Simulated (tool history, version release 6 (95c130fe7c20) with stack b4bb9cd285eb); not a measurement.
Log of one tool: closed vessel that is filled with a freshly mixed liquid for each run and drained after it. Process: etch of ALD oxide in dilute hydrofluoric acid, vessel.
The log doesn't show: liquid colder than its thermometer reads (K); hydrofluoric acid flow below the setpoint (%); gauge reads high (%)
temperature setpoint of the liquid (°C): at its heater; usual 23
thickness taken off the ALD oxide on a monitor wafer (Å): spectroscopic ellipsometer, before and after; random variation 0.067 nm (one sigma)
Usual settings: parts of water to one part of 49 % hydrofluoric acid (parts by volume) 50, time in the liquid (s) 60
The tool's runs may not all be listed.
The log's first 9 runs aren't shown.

run,hour,temperature setpoint of the liquid (°C),parts of water to one part of 49 % hydrofluoric acid (parts by volume),time in the liquid (s),wafers since the last listed run,hours since the thermometer was replaced,hours since the hydrofluoric acid flow meter was replaced,hours since the gauge calibration,"read-back film thickness of the ALD oxide reference wafer, read on the same gauge (nm)",thickness taken off the ALD oxide on a monitor wafer (Å)
10,209.2,23,50,60,3213,2845.8,1469,602.4,130,92.3
11,221.5,23,50,60,1813,2858.1,1481.3,614.7,130.01,91.7
12,234.8,23,50,60,1960,2871.4,1494.6,628,130.01,90.4
13,254.9,23,50,60,2963,2891.5,1514.7,648.1,130,89.7
14,275.6,23,50,60,3051,2912.2,1535.4,668.8,130.01,90.7
15,296.2,23,50,60,3036,2932.8,1556,689.4,130,89.7
# hour 314.8: thermometer replaced
16,324.1,23,50,35,3965,9.3,1583.9,717.3,130.01,59.4
17,348.7,25.5,65,60,3626,33.9,1608.5,741.9,130.01,84.4
18,376.8,25,70,45,4142,62,1636.6,770,130.01,57.4
19,401.2,27,50,60,3597,86.4,1661,794.4,130,118.2
20,430.2,25,70,35,4275,115.4,1690,823.4,130.01,43.8
21,460.8,21.5,50,85,4511,146,1720.6,854,129.99,133.1
22,479,23,50,60,2683,164.2,1738.8,872.2,130.01,100.1
# hour 501.2: gauge calibrated
23,502.6,23,50,60,3479,187.8,1762.4,1.4,130,99.5
24,519.3,23,60,60,2462,204.5,1779.1,18.1,130.01,82.4
25,539.1,21,75,40,2919,224.3,1798.9,37.9,130,39.2
# hour 540.9: hydrofluoric acid flow meter replaced
26,563.3,26.5,75,45,3420,248.5,22.4,62.1,130,63.6
27,587.7,25.5,50,40,3597,272.9,46.8,86.5,130,84.5
28,623.3,23,50,60,5248,308.5,82.4,122.1,130,113.5
29,645.7,27.5,50,85,3302,330.9,104.8,144.5,130,194.3
30,671.9,23,50,60,3862,357.1,131,170.7,130,112.6
31,704.9,23,50,60,4865,390.1,164,203.7,129.99,112.7
32,736,23,70,60,4584,421.2,195.1,234.8,129.99,78.5
33,754.1,20,35,75,2668,439.3,213.2,252.9,130,178

5 ways to go on from here, each from the tool as it stands after run 33. What would each give?
A,754.8,23,35,60,103,440,213.9,253.6,?,?
B,754.8,19.5,40,95,103,440,213.9,253.6,?,?
C,754.8,26.5,50,60,103,440,213.9,253.6,?,?
D,754.8,21,65,60,103,440,213.9,253.6,?,?
E,754.8,23,50,40,103,440,213.9,253.6,?,?

run,"read-back film thickness of the ALD oxide reference wafer, read on the same gauge (nm)",thickness taken off the ALD oxide on a monitor wafer (Å)
A,130,163
B,130,193.3
C,130,129.1
D,130,77.7
E,130,74.6
Without the tool's hidden state the same runs would have given:
run,thickness taken off the ALD oxide on a monitor wafer (Å)
A,171.6
B,203.6
C,135.9
D,81.8
E,78.5
